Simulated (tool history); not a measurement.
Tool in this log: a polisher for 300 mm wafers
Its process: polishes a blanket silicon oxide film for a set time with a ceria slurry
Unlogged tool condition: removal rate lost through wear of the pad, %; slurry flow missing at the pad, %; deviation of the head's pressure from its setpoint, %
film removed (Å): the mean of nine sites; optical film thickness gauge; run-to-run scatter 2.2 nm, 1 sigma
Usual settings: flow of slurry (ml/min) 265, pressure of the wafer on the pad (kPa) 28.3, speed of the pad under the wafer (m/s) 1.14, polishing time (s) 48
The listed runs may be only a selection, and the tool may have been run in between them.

run,hour,flow of slurry (ml/min),pressure of the wafer on the pad (kPa),speed of the pad under the wafer (m/s),polishing time (s),wafers since the last listed run,wafers polished on this pad,hours since the slurry nozzle was cleaned,hours since the head pressure was calibrated,"incoming thickness of the incoming film, nm",film removed (Å)
1,0.0,265,28.3,1.14,48,0,1924,120.2,250.3,903.3,3222
2,92.4,265,28.3,1.14,48,1332,3256,212.6,342.7,883.3,3249
3,195.0,265,28.3,1.14,48,1479,4736,315.2,445.3,896.1,3260
4,279.6,265,33.1,1.14,48,1219,5956,399.8,529.9,908.0,3712
5,344.0,265,33.1,1.14,48,928,6885,464.2,594.3,894.7,3699
6,398.3,265,33.1,1.14,48,783,7668,518.5,648.6,899.6,3721
7,463.4,265,28.3,1.14,48,938,8606,583.6,713.7,895.9,3204
# hour 528.2: worn pad replaced by a new one
# hour 542.3: head pressure recalibrated
8,560.4,265,28.3,1.14,48,1312,434,680.6,18.1,909.2,3180
9,596.7,265,28.3,1.14,48,523,958,716.9,54.4,891.9,3214
# hour 644.8: slurry nozzle cleaned
10,701.5,265,28.3,1.14,48,1496,2455,56.7,159.2,896.6,3212
11,755.7,265,28.3,1.14,48,781,3236,110.9,213.4,891.9,3234
12,822.4,265,28.3,1.14,48,961,4198,177.6,280.1,904.8,3259
13,921.0,195,28.3,1.14,48,1421,5620,276.2,378.7,905.5,3147
14,998.8,195,28.3,1.14,48,1121,6742,354.0,456.5,886.4,3157
# hour 1024.8: worn pad replaced by a new one
15,1069.8,265,28.3,1.14,48,966,649,425.0,527.5,913.5,3213
16,1162.0,265,28.3,1.14,48,1329,1979,517.2,619.7,883.3,3209
# hour 1213.8: head pressure recalibrated
17,1233.6,265,28.3,1.14,48,1003,2982,588.8,19.8,890.4,3232
18,1300.6,265,22.8,1.14,48,966,3948,655.8,86.8,917.6,2688
19,1407.0,265,28.3,1.14,48,1534,5483,762.2,193.2,896.4,3207
# hour 1473.2: slurry nozzle cleaned
20,1474.0,265,28.3,1.24,48,951,6434,0.8,260.2,916.3,3510
21,1547.1,265,34.5,1.14,48,1054,7489,73.9,333.3,892.4,3767
22,1646.3,240,28.3,1.14,48,1430,8919,173.1,432.5,899.8,3188
# hour 1680.7: worn pad replaced by a new one
23,1732.7,335,28.3,1.44,48,1188,749,259.5,518.9,886.3,4175
24,1825.7,265,37.2,1.14,48,1341,2090,352.5,611.9,879.7,4065
25,1902.2,265,28.3,0.88,39,1103,3193,429.0,688.4,891.1,2022
# hour 1944.1: head pressure recalibrated
26,1999.0,265,33.1,1.14,48,1367,4560,525.8,54.9,903.8,3681
27,2057.4,355,22.1,0.82,48,842,5403,584.2,113.3,896.7,1932
28,2095.6,265,22.1,0.84,39,550,5953,622.4,151.5,906.8,1573
29,2158.9,265,28.3,1.14,42,912,6866,685.7,214.8,896.2,2847
# hour 2175.9: slurry nozzle cleaned
30,2231.9,265,28.3,0.86,48,1038,7904,56.0,287.8,895.6,2397
# hour 2282.7: worn pad replaced by a new one
31,2283.2,265,28.3,1.14,36,682,7,107.3,339.1,905.2,2429
32,2351.6,265,28.3,1.14,48,986,993,175.7,407.5,887.2,3218
33,2397.2,265,28.3,1.14,60,657,1651,221.3,453.1,882.0,4004
34,2486.8,185,35.2,1.14,48,1292,2943,310.9,542.7,903.6,3771
35,2551.4,265,28.3,1.14,48,931,3874,375.5,607.3,883.4,3218
36,2658.0,265,21.4,1.14,48,1537,5411,482.1,713.9,896.8,2542
# hour 2663.0: head pressure recalibrated
37,2762.3,325,20.0,1.42,59,1475,6887,586.4,99.3,901.7,3762
# hour 2831.8: worn pad replaced by a new one
# hour 2895.6: slurry nozzle cleaned
38,2899.9,210,24.1,0.80,43,1912,966,4.3,236.9,891.4,1749

Here are 3 independent what-if runs from the current tool condition. What would each one return?
A,2900.3,265,28.3,1.14,48,5,972,4.7,237.3,907.1,?
B,2900.3,265,36.5,1.38,31,5,972,4.7,237.3,907.1,?
C,2900.3,300,22.1,1.14,35,5,972,4.7,237.3,907.1,?

run,film removed (Å)
A,3267
B,3182
C,1961
Had the tool no hidden state, the same runs would have come out as:
run,film removed (Å)
A,3267
B,3182
C,1961
